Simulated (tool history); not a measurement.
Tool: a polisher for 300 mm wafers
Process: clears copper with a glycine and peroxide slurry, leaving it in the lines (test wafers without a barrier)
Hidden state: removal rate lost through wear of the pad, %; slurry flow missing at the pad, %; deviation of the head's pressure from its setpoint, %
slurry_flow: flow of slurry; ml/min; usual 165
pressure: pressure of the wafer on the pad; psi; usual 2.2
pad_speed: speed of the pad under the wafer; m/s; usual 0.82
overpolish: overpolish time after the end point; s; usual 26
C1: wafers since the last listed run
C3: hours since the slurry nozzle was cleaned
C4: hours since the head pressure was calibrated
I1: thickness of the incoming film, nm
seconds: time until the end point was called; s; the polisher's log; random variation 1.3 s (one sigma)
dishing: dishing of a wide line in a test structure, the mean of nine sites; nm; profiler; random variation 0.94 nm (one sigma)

{"run": 1, "day": 0.0, "slurry_flow": 165, "pressure": 2.2, "pad_speed": 0.82, "overpolish": 26, "C1": 0, "wafers polished on this pad": 2865, "C3": 175.4, "C4": 345.6, "I1": 348.8, "seconds": 120.6, "dishing": 54.4}
{"day": 2.725, "done": "worn pad replaced by a new one"}
{"run": 2, "day": 2.746, "slurry_flow": 145, "pressure": 2.2, "pad_speed": 0.82, "overpolish": 26, "C1": 443, "wafers polished on this pad": 3, "C3": 241.3, "C4": 411.5, "I1": 353.4, "seconds": 131.4, "dishing": 51.5}
{"run": 3, "day": 9.896, "slurry_flow": 145, "pressure": 2.2, "pad_speed": 0.82, "overpolish": 26, "C1": 1229, "wafers polished on this pad": 1232, "C3": 412.9, "C4": 583.1, "I1": 355.5, "seconds": 134.8, "dishing": 51.1}
{"day": 11.167, "done": "head pressure recalibrated"}
{"day": 11.612, "done": "slurry nozzle cleaned"}
{"run": 4, "day": 11.633, "slurry_flow": 190, "pressure": 2.2, "pad_speed": 0.82, "overpolish": 26, "C1": 277, "wafers polished on this pad": 1510, "C3": 0.5, "C4": 11.2, "I1": 356.7, "seconds": 108.8, "dishing": 59.6}
{"run": 5, "day": 13.983, "slurry_flow": 190, "pressure": 2.2, "pad_speed": 0.82, "overpolish": 26, "C1": 404, "wafers polished on this pad": 1914, "C3": 56.9, "C4": 67.6, "I1": 361.1, "seconds": 114.3, "dishing": 58.1}
{"run": 6, "day": 18.508, "slurry_flow": 165, "pressure": 2.2, "pad_speed": 0.82, "overpolish": 26, "C1": 777, "wafers polished on this pad": 2692, "C3": 165.5, "C4": 176.2, "I1": 352.9, "seconds": 118.8, "dishing": 54.7}
{"day": 21.646, "done": "worn pad replaced by a new one"}
{"run": 7, "day": 22.367, "slurry_flow": 165, "pressure": 2.2, "pad_speed": 0.82, "overpolish": 26, "C1": 634, "wafers polished on this pad": 123, "C3": 258.1, "C4": 268.8, "I1": 354.2, "seconds": 123.8, "dishing": 54.8}
{"run": 8, "day": 23.525, "slurry_flow": 165, "pressure": 2.2, "pad_speed": 0.82, "overpolish": 26, "C1": 199, "wafers polished on this pad": 322, "C3": 285.9, "C4": 296.6, "I1": 353.3, "seconds": 127.7, "dishing": 52.8}
{"run": 9, "day": 24.879, "slurry_flow": 165, "pressure": 2.2, "pad_speed": 0.82, "overpolish": 26, "C1": 232, "wafers polished on this pad": 555, "C3": 318.4, "C4": 329.1, "I1": 356.4, "seconds": 129.1, "dishing": 52.4}
{"run": 10, "day": 26.829, "slurry_flow": 165, "pressure": 2.2, "pad_speed": 0.82, "overpolish": 26, "C1": 335, "wafers polished on this pad": 891, "C3": 365.2, "C4": 375.9, "I1": 353.7, "seconds": 126.8, "dishing": 52.7}
{"day": 28.267, "done": "slurry nozzle cleaned"}
{"run": 11, "day": 28.679, "slurry_flow": 165, "pressure": 2.2, "pad_speed": 0.82, "overpolish": 20, "C1": 310, "wafers polished on this pad": 1201, "C3": 9.9, "C4": 420.3, "I1": 354.5, "seconds": 113.4, "dishing": 48.5}
{"run": 12, "day": 30.679, "slurry_flow": 165, "pressure": 2.2, "pad_speed": 0.82, "overpolish": 26, "C1": 343, "wafers polished on this pad": 1545, "C3": 57.9, "C4": 468.3, "I1": 360.3, "seconds": 118.6, "dishing": 57.3}
{"run": 13, "day": 33.229, "slurry_flow": 120, "pressure": 2.2, "pad_speed": 0.7, "overpolish": 26, "C1": 438, "wafers polished on this pad": 1984, "C3": 119.1, "C4": 529.5, "I1": 349.6, "seconds": 140.8, "dishing": 48.6}
{"run": 14, "day": 35.846, "slurry_flow": 120, "pressure": 2.2, "pad_speed": 0.7, "overpolish": 26, "C1": 449, "wafers polished on this pad": 2434, "C3": 181.9, "C4": 592.3, "I1": 354.4, "seconds": 144.8, "dishing": 46.8}
{"day": 36.504, "done": "head pressure recalibrated"}
{"run": 15, "day": 40.217, "slurry_flow": 165, "pressure": 2.2, "pad_speed": 0.82, "overpolish": 26, "C1": 737, "wafers polished on this pad": 3171, "C3": 286.8, "C4": 89.1, "I1": 361.8, "seconds": 129.2, "dishing": 55.3}
{"day": 41.146, "done": "worn pad replaced by a new one"}
{"run": 16, "day": 43.171, "slurry_flow": 165, "pressure": 2.2, "pad_speed": 0.82, "overpolish": 26, "C1": 479, "wafers polished on this pad": 348, "C3": 357.7, "C4": 160, "I1": 354, "seconds": 125.5, "dishing": 53.8}
{"run": 17, "day": 45.229, "slurry_flow": 165, "pressure": 2.2, "pad_speed": 0.82, "overpolish": 15, "C1": 353, "wafers polished on this pad": 702, "C3": 407.1, "C4": 209.4, "I1": 353.9, "seconds": 125.6, "dishing": 34.4}
{"day": 46.004, "done": "slurry nozzle cleaned"}
{"run": 18, "day": 46.933, "slurry_flow": 210, "pressure": 2.2, "pad_speed": 0.7, "overpolish": 26, "C1": 285, "wafers polished on this pad": 988, "C3": 22.3, "C4": 250.3, "I1": 354.5, "seconds": 118.3, "dishing": 55.6}
{"run": 19, "day": 48.354, "slurry_flow": 165, "pressure": 2.2, "pad_speed": 1.02, "overpolish": 21, "C1": 244, "wafers polished on this pad": 1232, "C3": 56.4, "C4": 284.4, "I1": 360, "seconds": 106.8, "dishing": 52.5}
{"run": 20, "day": 50.104, "slurry_flow": 165, "pressure": 1.9, "pad_speed": 0.56, "overpolish": 26, "C1": 300, "wafers polished on this pad": 1533, "C3": 98.4, "C4": 326.4, "I1": 356.3, "seconds": 163, "dishing": 42.6}
{"run": 21, "day": 52.738, "slurry_flow": 205, "pressure": 2.2, "pad_speed": 0.82, "overpolish": 26, "C1": 452, "wafers polished on this pad": 1985, "C3": 161.6, "C4": 389.6, "I1": 352.4, "seconds": 120, "dishing": 54.1}
{"run": 22, "day": 54.0, "slurry_flow": 120, "pressure": 1.7, "pad_speed": 0.98, "overpolish": 19, "C1": 217, "wafers polished on this pad": 2202, "C3": 191.9, "C4": 419.9, "I1": 362.1, "seconds": 157.8, "dishing": 33.2}
{"day": 59.046, "done": "worn pad replaced by a new one"}
{"run": 23, "day": 61.254, "slurry_flow": 180, "pressure": 2.8, "pad_speed": 1.02, "overpolish": 16, "C1": 1218, "wafers polished on this pad": 379, "C3": 366, "C4": 594, "I1": 356.4, "seconds": 95.3, "dishing": 45.4}
{"day": 63.371, "done": "head pressure recalibrated"}
{"day": 63.85, "done": "slurry nozzle cleaned"}
{"run": 24, "day": 64.071, "slurry_flow": 225, "pressure": 1.7, "pad_speed": 0.9, "overpolish": 14, "C1": 462, "wafers polished on this pad": 842, "C3": 5.3, "C4": 16.8, "I1": 359.2, "seconds": 126.6, "dishing": 30.8}
{"run": 25, "day": 65.929, "slurry_flow": 165, "pressure": 2.2, "pad_speed": 0.82, "overpolish": 26, "C1": 319, "wafers polished on this pad": 1161, "C3": 49.9, "C4": 61.4, "I1": 355.2, "seconds": 119.8, "dishing": 57.2}
{"run": 26, "day": 67.408, "slurry_flow": 140, "pressure": 1.9, "pad_speed": 0.56, "overpolish": 11, "C1": 254, "wafers polished on this pad": 1416, "C3": 85.4, "C4": 96.9, "I1": 360.3, "seconds": 169.3, "dishing": 19.2}
{"run": 27, "day": 68.971, "slurry_flow": 165, "pressure": 2.2, "pad_speed": 0.82, "overpolish": 26, "C1": 268, "wafers polished on this pad": 1684, "C3": 122.9, "C4": 134.4, "I1": 357.9, "seconds": 122.7, "dishing": 55.9}
{"run": 28, "day": 71.888, "slurry_flow": 150, "pressure": 2.2, "pad_speed": 0.82, "overpolish": 40, "C1": 501, "wafers polished on this pad": 2186, "C3": 192.9, "C4": 204.4, "I1": 353.8, "seconds": 128.1, "dishing": 72.7}
{"run": 29, "day": 74.121, "slurry_flow": 165, "pressure": 2.2, "pad_speed": 1.06, "overpolish": 26, "C1": 383, "wafers polished on this pad": 2570, "C3": 246.5, "C4": 258, "I1": 356.6, "seconds": 112.3, "dishing": 57.3}
{"run": 30, "day": 77.117, "slurry_flow": 215, "pressure": 2.2, "pad_speed": 0.82, "overpolish": 22, "C1": 515, "wafers polished on this pad": 3085, "C3": 318.4, "C4": 329.9, "I1": 351.8, "seconds": 119.2, "dishing": 49.4}
{"day": 78.583, "done": "worn pad replaced by a new one"}
{"run": 31, "day": 79.304, "slurry_flow": 165, "pressure": 1.8, "pad_speed": 0.82, "overpolish": 12, "C1": 347, "wafers polished on this pad": 124, "C3": 370.9, "C4": 382.4, "I1": 352.6, "seconds": 149.7, "dishing": 23.2}
{"day": 80.792, "done": "slurry nozzle cleaned"}
{"run": 32, "day": 81.458, "slurry_flow": 145, "pressure": 2.2, "pad_speed": 0.62, "overpolish": 26, "C1": 363, "wafers polished on this pad": 487, "C3": 16, "C4": 434.1, "I1": 358.3, "seconds": 135.3, "dishing": 52}
{"run": 33, "day": 84.004, "slurry_flow": 165, "pressure": 2.2, "pad_speed": 0.82, "overpolish": 26, "C1": 437, "wafers polished on this pad": 925, "C3": 77.1, "C4": 495.2, "I1": 358.4, "seconds": 119.5, "dishing": 56.7}
{"run": 34, "day": 85.525, "slurry_flow": 165, "pressure": 2.7, "pad_speed": 0.9, "overpolish": 26, "C1": 261, "wafers polished on this pad": 1186, "C3": 113.6, "C4": 531.7, "I1": 350.8, "seconds": 95, "dishing": 66.4}

The tool's hidden state at each run:
removal rate lost through wear of the pad, %: 0 in every run
deviation of the head's pressure from its setpoint, %: 0 in every run
H1: slurry flow missing at the pad, %
run=1 H1=34
run=2 H1=38.5
run=3 H1=43.9
run=4 H1=4.41
run=5 H1=18.3
run=6 H1=33.4
run=7 H1=39.7
run=8 H1=40.9
run=9 H1=42
run=10 H1=43.2
run=11 H1=3.95
run=12 H1=15.3
run=13 H1=25.1
run=14 H1=31.6
run=15 H1=37.7
run=16 H1=39.9
run=17 H1=40.9
run=18 H1=16.5
run=19 H1=24.2
run=20 H1=31.5
run=21 H1=39.1
run=22 H1=41.7
run=23 H1=49.3
run=24 H1=8.61
run=25 H1=19.6
run=26 H1=26.2
run=27 H1=31.6
run=28 H1=38.5
run=29 H1=41.9
run=30 H1=44.8
run=31 H1=46.1
run=32 H1=5.01
run=33 H1=18.3
run=34 H1=23.8

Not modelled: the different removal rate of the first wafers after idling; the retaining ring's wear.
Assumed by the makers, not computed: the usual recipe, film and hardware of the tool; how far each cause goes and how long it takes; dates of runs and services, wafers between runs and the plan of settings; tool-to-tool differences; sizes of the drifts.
